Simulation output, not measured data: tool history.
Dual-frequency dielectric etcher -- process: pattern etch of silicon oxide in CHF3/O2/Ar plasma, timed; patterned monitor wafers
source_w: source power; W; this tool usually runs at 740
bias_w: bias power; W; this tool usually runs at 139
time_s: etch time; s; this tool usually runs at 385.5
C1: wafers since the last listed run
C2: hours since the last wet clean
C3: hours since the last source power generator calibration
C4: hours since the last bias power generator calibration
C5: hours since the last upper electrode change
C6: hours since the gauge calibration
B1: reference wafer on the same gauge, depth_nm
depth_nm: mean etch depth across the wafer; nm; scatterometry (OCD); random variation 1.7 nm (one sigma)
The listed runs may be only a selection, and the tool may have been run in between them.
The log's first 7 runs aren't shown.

Run 8, hour 161.4: usual settings but source_w 800 W; C1 53; C2 244.4; C3 3618.9; C4 88.4; C5 2890.6; C6 382.2; B1 808. Result: depth_nm 727.2 nm.
Run 9, hour 182: usual settings but source_w 800 W; C1 63; C2 265; C3 3639.5; C4 109; C5 2911.2; C6 402.8; B1 808.1. Result: depth_nm 726.1 nm.
At hour 236.9: upper electrode replaced.
Run 10, hour 237.4: usual settings; C1 97; C2 320.4; C3 3694.9; C4 164.4; C5 0.5; C6 458.2; B1 807.9. Result: depth_nm 707.4 nm.
Run 11, hour 237.8: usual settings but source_w 630 W; C1 1; C2 320.8; C3 3695.3; C4 164.8; C5 0.9; C6 458.6; B1 807.6. Result: depth_nm 664.3 nm.
Run 12, hour 261.5: usual settings but bias_w 170 W; C1 73; C2 344.5; C3 3719; C4 188.5; C5 24.6; C6 482.3; B1 808.2. Result: depth_nm 745 nm.
Run 13, hour 284.8: usual settings; C1 72; C2 367.8; C3 3742.3; C4 211.8; C5 47.9; C6 505.6; B1 807.8. Result: depth_nm 711.8 nm.
Run 14, hour 298.9: usual settings but source_w 580 W, bias_w 121 W, time_s 305 s; C1 43; C2 381.9; C3 3756.4; C4 225.9; C5 62; C6 519.7; B1 807.9. Result: depth_nm 492.2 nm.
Run 15, hour 327.8: usual settings but source_w 890 W, bias_w 165 W, time_s 334 s; C1 89; C2 410.8; C3 3785.3; C4 254.8; C5 90.9; C6 548.6; B1 807.9. Result: depth_nm 691.8 nm.
Run 16, hour 358.7: usual settings but bias_w 159 W; C1 95; C2 441.7; C3 3816.2; C4 285.7; C5 121.8; C6 579.5; B1 808.2. Result: depth_nm 737.6 nm.
At hour 384.1: wet clean of the chamber.
Run 17, hour 384.5: usual settings but source_w 570 W, time_s 345.5 s; C1 5; C2 0.4; C3 3842; C4 311.5; C5 147.6; C6 605.3; B1 808.1. Result: depth_nm 563.2 nm.
Run 18, hour 413.5: usual settings; C1 89; C2 29.4; C3 3871; C4 340.5; C5 176.6; C6 634.3; B1 807.8. Result: depth_nm 696.5 nm.
Run 19, hour 444.2: usual settings but bias_w 151 W, time_s 288 s; C1 94; C2 60.1; C3 3901.7; C4 371.2; C5 207.3; C6 665; B1 808.1. Result: depth_nm 532 nm.
At hour 461: source power generator calibrated.
Run 20, hour 478.6: usual settings; C1 93; C2 94.5; C3 17.6; C4 405.6; C5 241.7; C6 699.4; B1 808.3. Result: depth_nm 696.6 nm.

Run 21 comes next. What will it give?
At hour 488.1: gauge calibrated.
Run 21, hour 511.7: usual settings but bias_w 111 W, time_s 337 s; C1 102; C2 127.6; C3 50.7; C4 438.7; C5 274.8; C6 23.6; B1 ?. Result: depth_nm ?.

B1: 808.5
depth_nm: 579.6 nm
Without the tool's hidden state the same run would have given depth_nm 576.1 nm.
